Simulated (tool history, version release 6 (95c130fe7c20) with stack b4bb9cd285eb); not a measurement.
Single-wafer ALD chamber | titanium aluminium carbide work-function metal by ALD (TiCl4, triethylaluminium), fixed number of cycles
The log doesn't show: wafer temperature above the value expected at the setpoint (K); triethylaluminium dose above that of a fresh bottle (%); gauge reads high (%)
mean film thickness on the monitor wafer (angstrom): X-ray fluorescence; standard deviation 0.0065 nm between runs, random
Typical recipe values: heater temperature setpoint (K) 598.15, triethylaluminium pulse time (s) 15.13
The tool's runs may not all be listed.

| run | day | heater temperature setpoint (K) | triethylaluminium pulse time (s) | wafers since the last listed run | hours since the last thermocouple change | hours since the last triethylaluminium bottle change | hours since the showerhead was replaced | hours since the gauge calibration | read-back reference wafer on the same gauge, thickness_nm | mean film thickness on the monitor wafer (angstrom) |
|---|---|---|---|---|---|---|---|---|---|---|
| 1 | 0 | 595.15 | 15.13 | 0 | 751.5 | 712.7 | 2470.2 | 248.7 | 2.31 | 20.57 |
|  | 0.167 | triethylaluminium bottle replaced |
| 2 | 3.467 | 595.15 | 15.13 | 636 | 834.7 | 79.2 | 2553.4 | 331.9 | 2.31 | 20.95 |
| 3 | 7.442 | 598.15 | 15.13 | 767 | 930.1 | 174.6 | 2648.8 | 427.3 | 2.309 | 21.29 |
| 4 | 9.383 | 598.15 | 15.13 | 374 | 976.7 | 221.2 | 2695.4 | 473.9 | 2.31 | 21.2 |
| 5 | 12.879 | 598.15 | 15.13 | 674 | 1060.6 | 305.1 | 2779.3 | 557.8 | 2.312 | 21.3 |
| 6 | 16.338 | 598.15 | 15.13 | 667 | 1143.6 | 388.1 | 2862.3 | 640.8 | 2.31 | 21.3 |
|  | 18.996 | gauge calibrated |
| 7 | 20.45 | 598.15 | 15.13 | 793 | 1242.3 | 486.8 | 2961 | 34.9 | 2.311 | 21.08 |
|  | 22.092 | showerhead replaced |
| 8 | 24.788 | 607.15 | 11.27 | 772 | 1346.4 | 590.9 | 64.7 | 139 | 2.312 | 21.06 |
|  | 25.371 | thermocouple changed; heater temperature recalibrated |
|  | 26.275 | triethylaluminium bottle replaced |
| 9 | 28.021 | 598.15 | 15.13 | 495 | 63.6 | 41.9 | 142.3 | 216.6 | 2.311 | 21.27 |
| 10 | 29.958 | 598.15 | 15.13 | 373 | 110.1 | 88.4 | 188.8 | 263.1 | 2.311 | 21.26 |
| 11 | 31.542 | 610.15 | 19.79 | 305 | 148.1 | 126.4 | 226.8 | 301.1 | 2.31 | 22.3 |
| 12 | 35.683 | 610.15 | 15.13 | 799 | 247.5 | 225.8 | 326.2 | 400.5 | 2.311 | 22.21 |
| 13 | 37.358 | 590.15 | 19.05 | 323 | 287.7 | 266 | 366.4 | 440.7 | 2.311 | 20.72 |
| 14 | 40.262 | 589.15 | 15.13 | 560 | 357.4 | 335.7 | 436.1 | 510.4 | 2.309 | 20.56 |

What if the next run were any one of these 3? Each begins from the tool's condition after run 14:
| A | 40.279 | 608.15 | 15.13 | 3 | 357.8 | 336.1 | 436.5 | 510.8 | ? | ? |
| B | 40.279 | 592.15 | 9.26 | 3 | 357.8 | 336.1 | 436.5 | 510.8 | ? | ? |
| C | 40.279 | 606.15 | 12.83 | 3 | 357.8 | 336.1 | 436.5 | 510.8 | ? | ? |

| run | read-back reference wafer on the same gauge, thickness_nm | mean film thickness on the monitor wafer (angstrom) |
|---|---|---|
| A | 2.311 | 21.93 |
| B | 2.311 | 19.95 |
| C | 2.311 | 21.61 |
Had the tool no hidden state, the same runs would have come out as:
| run | mean film thickness on the monitor wafer (angstrom) |
|---|---|
| A | 22 |
| B | 20.18 |
| C | 21.72 |

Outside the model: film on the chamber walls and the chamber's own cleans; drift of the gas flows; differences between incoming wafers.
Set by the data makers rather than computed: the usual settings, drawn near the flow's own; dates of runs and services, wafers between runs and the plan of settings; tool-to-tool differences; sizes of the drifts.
